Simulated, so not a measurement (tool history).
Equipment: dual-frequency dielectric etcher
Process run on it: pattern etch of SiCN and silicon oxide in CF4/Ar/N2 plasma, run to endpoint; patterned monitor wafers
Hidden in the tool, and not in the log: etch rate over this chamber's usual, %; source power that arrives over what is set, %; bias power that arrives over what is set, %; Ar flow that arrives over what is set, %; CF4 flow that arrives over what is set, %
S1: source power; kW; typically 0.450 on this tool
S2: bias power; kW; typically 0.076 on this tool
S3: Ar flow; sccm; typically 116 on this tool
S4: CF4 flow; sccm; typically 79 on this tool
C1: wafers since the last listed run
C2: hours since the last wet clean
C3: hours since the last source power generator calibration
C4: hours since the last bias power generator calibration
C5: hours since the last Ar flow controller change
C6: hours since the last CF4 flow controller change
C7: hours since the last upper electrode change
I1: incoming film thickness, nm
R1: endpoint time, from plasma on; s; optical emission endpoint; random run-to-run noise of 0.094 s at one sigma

Run 1, hour 0.0: usual settings but S1 0.410 kW; C1 0; C2 67.3; C3 2832.3; C4 2619.7; C5 382.7; C6 5417.6; C7 3589.7; I1 17.67. Result: R1 22.3 s.
At hour 29.0: CF4 flow controller replaced.
Run 2, hour 82.1: usual settings but S1 0.540 kW; C1 634; C2 149.4; C3 2914.4; C4 2701.8; C5 464.8; C6 53.1; C7 3671.8; I1 17.63. Result: R1 18.4 s.
Run 3, hour 139.3: usual settings; C1 476; C2 206.6; C3 2971.6; C4 2759.0; C5 522.0; C6 110.3; C7 3729.0; I1 17.42. Result: R1 20.6 s.
Run 4, hour 227.0: usual settings; C1 731; C2 294.3; C3 3059.3; C4 2846.7; C5 609.7; C6 198.0; C7 3816.7; I1 17.65. Result: R1 20.7 s.
Run 5, hour 287.8: usual settings; C1 506; C2 355.1; C3 3120.1; C4 2907.5; C5 670.5; C6 258.8; C7 3877.5; I1 17.64. Result: R1 20.8 s.
Run 6, hour 350.9: usual settings but S1 0.390 kW; C1 526; C2 418.2; C3 3183.2; C4 2970.6; C5 733.6; C6 321.9; C7 3940.6; I1 17.67. Result: R1 23.2 s.
At hour 360.4: bias power generator calibrated.
At hour 399.6: wet clean of the chamber.
Run 7, hour 428.1: usual settings; C1 410; C2 28.5; C3 3260.4; C4 67.7; C5 810.8; C6 399.1; C7 4017.8; I1 17.54. Result: R1 21.0 s.
At hour 488.5: source power generator calibrated.
Run 8, hour 532.0: usual settings but S1 0.530 kW, S3 91 sccm; C1 833; C2 132.4; C3 43.5; C4 171.6; C5 914.7; C6 503.0; C7 4121.7; I1 17.49. Result: R1 17.8 s.
Run 9, hour 598.0: usual settings but S1 0.540 kW; C1 550; C2 198.4; C3 109.5; C4 237.6; C5 980.7; C6 569.0; C7 4187.7; I1 17.65. Result: R1 18.7 s.
Run 10, hour 652.2: usual settings but S2 0.089 kW; C1 451; C2 252.6; C3 163.7; C4 291.8; C5 1034.9; C6 623.2; C7 4241.9; I1 17.36. Result: R1 20.1 s.
At hour 696.0: upper electrode replaced.
Run 11, hour 699.7: usual settings but S2 0.061 kW, S4 67 sccm; C1 195; C2 300.1; C3 211.2; C4 339.3; C5 1082.4; C6 670.7; C7 3.7; I1 17.61. Result: R1 23.6 s.
Run 12, hour 785.4: usual settings but S1 0.400 kW, S2 0.089 kW; C1 714; C2 385.8; C3 296.9; C4 425.0; C5 1168.1; C6 756.4; C7 89.4; I1 17.64. Result: R1 22.3 s.
Run 13, hour 868.3: usual settings but S1 0.420 kW, S2 0.065 kW; C1 691; C2 468.7; C3 379.8; C4 507.9; C5 1251.0; C6 839.3; C7 172.3; I1 17.75. Result: R1 23.7 s.
At hour 901.2: wet clean of the chamber.
Run 14, hour 973.7: usual settings; C1 678; C2 72.5; C3 485.2; C4 613.3; C5 1356.4; C6 944.7; C7 277.7; I1 17.57. Result: R1 21.2 s.
Run 15, hour 1014.7: usual settings but S3 126 sccm; C1 341; C2 113.5; C3 526.2; C4 654.3; C5 1397.4; C6 985.7; C7 318.7; I1 17.70. Result: R1 21.8 s.
At hour 1043.4: source power generator calibrated, repeated, since the last time left the tool worse.
At hour 1057.0: Ar flow controller replaced.
Run 16, hour 1147.7: usual settings but S1 0.500 kW, S2 0.093 kW, S3 89 sccm, S4 61 sccm; C1 1025; C2 246.5; C3 104.3; C4 787.3; C5 90.7; C6 1118.7; C7 451.7; I1 17.55. Result: R1 18.3 s.
Run 17, hour 1235.0: usual settings but S2 0.062 kW; C1 727; C2 333.8; C3 191.6; C4 874.6; C5 178.0; C6 1206.0; C7 539.0; I1 17.62. Result: R1 21.5 s.
Run 18, hour 1290.0: usual settings but S3 105 sccm, S4 92 sccm; C1 458; C2 388.8; C3 246.6; C4 929.6; C5 233.0; C6 1261.0; C7 594.0; I1 17.56. Result: R1 19.5 s.
Run 19, hour 1376.7: usual settings but S1 0.400 kW, S3 98 sccm, S4 66 sccm; C1 722; C2 475.5; C3 333.3; C4 1016.3; C5 319.7; C6 1347.7; C7 680.7; I1 17.28. Result: R1 22.2 s.
Run 20, hour 1432.7: usual settings; C1 466; C2 531.5; C3 389.3; C4 1072.3; C5 375.7; C6 1403.7; C7 736.7; I1 17.56. Result: R1 20.6 s.
At hour 1460.0: wet clean of the chamber.
Run 21, hour 1524.2: usual settings; C1 562; C2 64.2; C3 480.8; C4 1163.8; C5 467.2; C6 1495.2; C7 828.2; I1 17.43. Result: R1 20.4 s.
Run 22, hour 1614.4: usual settings but S1 0.530 kW, S2 0.067 kW, S3 128 sccm, S4 71 sccm; C1 752; C2 154.4; C3 571.0; C4 1254.0; C5 557.4; C6 1585.4; C7 918.4; I1 17.57. Result: R1 19.7 s.
Run 23, hour 1698.9: usual settings; C1 704; C2 238.9; C3 655.5; C4 1338.5; C5 641.9; C6 1669.9; C7 1002.9; I1 17.50. Result: R1 20.6 s.

Alternative continuations, all from the tool just after run 23; predict every row:
Run A, hour 1699.3: usual settings but S1 0.500 kW; C1 3; C2 239.3; C3 655.9; C4 1338.9; C5 642.3; C6 1670.3; C7 1003.3; I1 17.74. Result: R1 ?.
Run B, hour 1699.3: usual settings but S2 0.058 kW, S3 134 sccm; C1 3; C2 239.3; C3 655.9; C4 1338.9; C5 642.3; C6 1670.3; C7 1003.3; I1 17.74. Result: R1 ?.
Run C, hour 1699.3: usual settings but S3 102 sccm; C1 3; C2 239.3; C3 655.9; C4 1338.9; C5 642.3; C6 1670.3; C7 1003.3; I1 17.74. Result: R1 ?.
Run D, hour 1699.3: usual settings but S3 93 sccm, S4 97 sccm; C1 3; C2 239.3; C3 655.9; C4 1338.9; C5 642.3; C6 1670.3; C7 1003.3; I1 17.74. Result: R1 ?.
Run E, hour 1699.3: usual settings but S1 0.500 kW, S2 0.070 kW, S3 90 sccm, S4 98 sccm; C1 3; C2 239.3; C3 655.9; C4 1338.9; C5 642.3; C6 1670.3; C7 1003.3; I1 17.74. Result: R1 ?.

run    R1
  A  19.4
  B  23.1
  C  20.5
  D  19.3
  E  18.2
With no hidden state in the tool, these same runs would have given:
run    R1
  A  19.2
  B  22.9
  C  20.2
  D  19.1
  E  17.9
